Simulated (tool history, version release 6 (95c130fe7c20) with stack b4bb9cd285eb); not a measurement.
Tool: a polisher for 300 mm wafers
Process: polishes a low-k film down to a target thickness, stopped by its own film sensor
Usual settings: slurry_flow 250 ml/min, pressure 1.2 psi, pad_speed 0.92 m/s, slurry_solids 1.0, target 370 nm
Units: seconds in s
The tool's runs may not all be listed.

run	day	slurry_flow	pressure	pad_speed	slurry_solids	target	wafers since the last listed run	wafers polished on this pad	hours since the slurry nozzle was cleaned	hours since the head pressure was calibrated	hours since the slurry blender was calibrated	hours since the conditioning disc was replaced	incoming thickness of the incoming film, nm	seconds
1	0.000	250	1.2	0.92	1.0	370	0	504	47.1	659.5	100.4	324.1	388.3	92.0
2	2.175	250	1.2	0.92	1.0	370	661	1166	99.3	711.7	152.6	376.3	388.7	95.4
# day 4.833: slurry blender recalibrated
# day 5.179: worn pad replaced by a new one
3	5.200	250	1.2	0.92	1.0	370	844	5	171.9	784.3	8.8	448.9	385.7	75.9
# day 6.558: conditioning disc replaced and pad reconditioned
4	7.388	250	1.2	0.92	1.0	370	640	646	224.4	836.8	61.3	19.9	390.4	101.0
5	8.488	250	1.4	1.12	1.0	370	334	980	250.8	863.2	87.7	46.3	395.5	99.3
6	10.688	250	1.4	1.12	1.0	370	669	1650	303.6	916.0	140.5	99.1	395.4	100.9
# day 12.967: worn pad replaced by a new one
# day 13.504: slurry blender recalibrated
7	13.588	250	1.4	1.12	1.0	370	806	163	373.2	985.6	2.0	168.7	392.7	84.1
8	15.092	250	1.2	0.92	1.0	374	457	621	409.3	1021.7	38.1	204.8	393.8	97.4
9	17.633	250	1.2	0.92	1.0	374	773	1394	470.3	1082.7	99.1	265.8	389.7	81.2
# day 19.533: head pressure recalibrated
10	19.554	180	1.2	0.70	0.9	364	559	1953	516.4	0.5	145.2	311.9	391.5	200.0
# day 21.604: worn pad replaced by a new one
# day 23.142: slurry blender recalibrated
11	25.300	275	1.0	0.92	0.7	370	1672	1098	654.3	138.4	51.8	449.8	386.7	123.4
12	27.379	190	0.8	0.92	1.0	370	632	1731	704.2	188.3	101.7	499.7	394.3	169.2
# day 27.642: conditioning disc replaced and pad reconditioned
# day 28.017: slurry nozzle cleaned
# day 28.792: worn pad replaced by a new one
13	30.371	250	1.0	0.76	1.0	366	821	481	56.5	260.1	173.5	65.5	381.1	99.0
14	32.288	250	1.2	0.92	1.1	370	583	1064	102.5	306.1	219.5	111.5	385.8	77.2

Run 15 comes next. What will it give?
15	33.717	205	1.0	0.62	1.0	370	434	1499	136.8	340.4	253.8	145.8	392.8	?

seconds: 185.6 s
Without the tool's hidden state the same run would have given seconds 172.6 s.
